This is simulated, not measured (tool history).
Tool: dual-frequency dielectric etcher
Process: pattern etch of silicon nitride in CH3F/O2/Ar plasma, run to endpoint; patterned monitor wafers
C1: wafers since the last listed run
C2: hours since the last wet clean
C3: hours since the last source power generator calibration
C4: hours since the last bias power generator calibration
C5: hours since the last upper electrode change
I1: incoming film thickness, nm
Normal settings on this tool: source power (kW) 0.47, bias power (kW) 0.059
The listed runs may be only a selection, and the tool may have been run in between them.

Run 1, day 0: usual settings; C1 0; C2 93.7; C3 4379.4; C4 2923.6; C5 1961.3; I1 21.69. Result: endpoint time (s) 32.1.
Run 2, day 1: usual settings; C1 315; C2 117.7; C3 4403.4; C4 2947.6; C5 1985.3; I1 21.63. Result: endpoint time (s) 31.9.
Run 3, day 1.996: usual settings; C1 313; C2 141.6; C3 4427.3; C4 2971.5; C5 2009.2; I1 21.42. Result: endpoint time (s) 31.7.
Run 4, day 2.5: usual settings but source power (kW) 0.43; C1 158; C2 153.7; C3 4439.4; C4 2983.6; C5 2021.3; I1 21.47. Result: endpoint time (s) 33.
Run 5, day 3.667: usual settings; C1 367; C2 181.7; C3 4467.4; C4 3011.6; C5 2049.3; I1 21.5. Result: endpoint time (s) 31.8.
Run 6, day 4.825: usual settings; C1 364; C2 209.5; C3 4495.2; C4 3039.4; C5 2077.1; I1 21.53. Result: endpoint time (s) 32.3.
Run 7, day 8.2: usual settings but source power (kW) 0.38, bias power (kW) 0.047; C1 1063; C2 290.5; C3 4576.2; C4 3120.4; C5 2158.1; I1 21.44. Result: endpoint time (s) 39.5.
Run 8, day 9.033: usual settings but source power (kW) 0.38, bias power (kW) 0.047; C1 262; C2 310.5; C3 4596.2; C4 3140.4; C5 2178.1; I1 21.7. Result: endpoint time (s) 40.1.
Run 9, day 10.062: usual settings but source power (kW) 0.38, bias power (kW) 0.047; C1 324; C2 335.2; C3 4620.9; C4 3165.1; C5 2202.8; I1 21.34. Result: endpoint time (s) 39.3.
At day 11.438: wet clean of the chamber.
Run 10, day 11.458: usual settings; C1 124; C2 0.5; C3 4654.4; C4 3198.6; C5 2236.3; I1 21.45. Result: endpoint time (s) 31.3.
Run 11, day 11.983: usual settings but source power (kW) 0.44, bias power (kW) 0.055; C1 165; C2 13.1; C3 4667; C4 3211.2; C5 2248.9; I1 21.73. Result: endpoint time (s) 33.9.
Run 12, day 13.358: usual settings but source power (kW) 0.44, bias power (kW) 0.055; C1 433; C2 46.1; C3 4700; C4 3244.2; C5 2281.9; I1 21.19. Result: endpoint time (s) 32.9.
Run 13, day 14.571: usual settings; C1 382; C2 75.2; C3 4729.1; C4 3273.3; C5 2311; I1 21.52. Result: endpoint time (s) 31.6.
Run 14, day 16.046: usual settings; C1 464; C2 110.6; C3 4764.5; C4 3308.7; C5 2346.4; I1 21.7. Result: endpoint time (s) 31.9.
Run 15, day 16.954: usual settings; C1 286; C2 132.4; C3 4786.3; C4 3330.5; C5 2368.2; I1 21.45. Result: endpoint time (s) 31.4.
Run 16, day 17.838: usual settings; C1 278; C2 153.6; C3 4807.5; C4 3351.7; C5 2389.4; I1 21.58. Result: endpoint time (s) 31.7.
Run 17, day 19.017: usual settings but bias power (kW) 0.05; C1 371; C2 181.9; C3 4835.8; C4 3380; C5 2417.7; I1 21.55. Result: endpoint time (s) 34.6.
Run 18, day 20.446: usual settings but source power (kW) 0.57, bias power (kW) 0.067; C1 450; C2 216.2; C3 4870.1; C4 3414.3; C5 2452; I1 21.68. Result: endpoint time (s) 27.9.
At day 21.025: source power generator calibrated.
Run 19, day 21.2: usual settings; C1 185; C2 234.3; C3 4.2; C4 3432.4; C5 2470.1; I1 21.6. Result: endpoint time (s) 31.8.
Run 20, day 22.529: usual settings but source power (kW) 0.53, bias power (kW) 0.069; C1 418; C2 266.2; C3 36.1; C4 3464.3; C5 2502; I1 21.53. Result: endpoint time (s) 28.1.
Run 21, day 23.162: usual settings; C1 199; C2 281.4; C3 51.3; C4 3479.5; C5 2517.2; I1 21.49. Result: endpoint time (s) 32.
Run 22, day 23.9: usual settings but source power (kW) 0.58, bias power (kW) 0.048; C1 232; C2 299.1; C3 69; C4 3497.2; C5 2534.9; I1 21.48. Result: endpoint time (s) 32.6.
At day 24.958: upper electrode replaced.
At day 24.992: bias power generator calibrated.
Run 23, day 25.012: usual settings but source power (kW) 0.56, bias power (kW) 0.07; C1 25; C2 325.8; C3 95.7; C4 0.5; C5 1.3; I1 21.48. Result: endpoint time (s) 27.3.
Run 24, day 26.071: usual settings but source power (kW) 0.54, bias power (kW) 0.069; C1 333; C2 351.2; C3 121.1; C4 25.9; C5 26.7; I1 21.35. Result: endpoint time (s) 28.
Run 25, day 26.579: usual settings but source power (kW) 0.53, bias power (kW) 0.048; C1 160; C2 363.4; C3 133.3; C4 38.1; C5 38.9; I1 21.64. Result: endpoint time (s) 34.4.
Run 26, day 27.188: usual settings; C1 191; C2 378; C3 147.9; C4 52.7; C5 53.5; I1 21.45. Result: endpoint time (s) 32.
Run 27, day 27.8: usual settings; C1 192; C2 392.7; C3 162.6; C4 67.4; C5 68.2; I1 21.43. Result: endpoint time (s) 32.2.
Run 28, day 28.579: usual settings but bias power (kW) 0.068; C1 245; C2 411.4; C3 181.3; C4 86.1; C5 86.9; I1 21.41. Result: endpoint time (s) 30.
Run 29, day 29.096: usual settings; C1 162; C2 423.8; C3 193.7; C4 98.5; C5 99.3; I1 21.39. Result: endpoint time (s) 32.2.
At day 31.021: wet clean of the chamber.
Run 30, day 31.042: usual settings but source power (kW) 0.39, bias power (kW) 0.071; C1 297; C2 0.5; C3 240.4; C4 145.2; C5 146; I1 21.44. Result: endpoint time (s) 30.8.
Run 31, day 31.7: usual settings but source power (kW) 0.58, bias power (kW) 0.052; C1 207; C2 16.3; C3 256.2; C4 161; C5 161.8; I1 21.61. Result: endpoint time (s) 30.8.
Run 32, day 32.492: usual settings but source power (kW) 0.52, bias power (kW) 0.046; C1 249; C2 35.3; C3 275.2; C4 180; C5 180.8; I1 21.36. Result: endpoint time (s) 34.2.
Run 33, day 33.562: usual settings; C1 337; C2 61; C3 300.9; C4 205.7; C5 206.5; I1 21.42. Result: endpoint time (s) 31.6.
Run 34, day 34.829: usual settings but bias power (kW) 0.049; C1 399; C2 91.4; C3 331.3; C4 236.1; C5 236.9; I1 21.31. Result: endpoint time (s) 34.4.
Run 35, day 36.125: usual settings but source power (kW) 0.43, bias power (kW) 0.074; C1 408; C2 122.5; C3 362.4; C4 267.2; C5 268; I1 21.45. Result: endpoint time (s) 29.2.

For each run, what was the tool's unlogged condition?
source power that arrives over what is set, %: 0 in every run
bias power that arrives over what is set, %: 0 in every run
H1: etch rate over this chamber's usual, %
run      H1
  1  -0.893
  2   -1.06
  3   -1.23
  4   -1.32
  5   -1.52
  6   -1.71
  7   -2.29
  8   -2.43
  9    -2.6
 10   0.103
 11  0.0138
 12   -0.22
 13  -0.426
 14  -0.677
 15  -0.831
 16  -0.981
 17   -1.18
 18   -1.42
 19   -1.55
 20   -1.78
 21   -1.89
 22   -2.01
 23    -2.2
 24   -2.38
 25   -2.47
 26   -2.57
 27   -2.68
 28   -2.81
 29    -2.9
 30   -0.23
 31  -0.342
 32  -0.477
 33  -0.659
 34  -0.874
 35   -1.09

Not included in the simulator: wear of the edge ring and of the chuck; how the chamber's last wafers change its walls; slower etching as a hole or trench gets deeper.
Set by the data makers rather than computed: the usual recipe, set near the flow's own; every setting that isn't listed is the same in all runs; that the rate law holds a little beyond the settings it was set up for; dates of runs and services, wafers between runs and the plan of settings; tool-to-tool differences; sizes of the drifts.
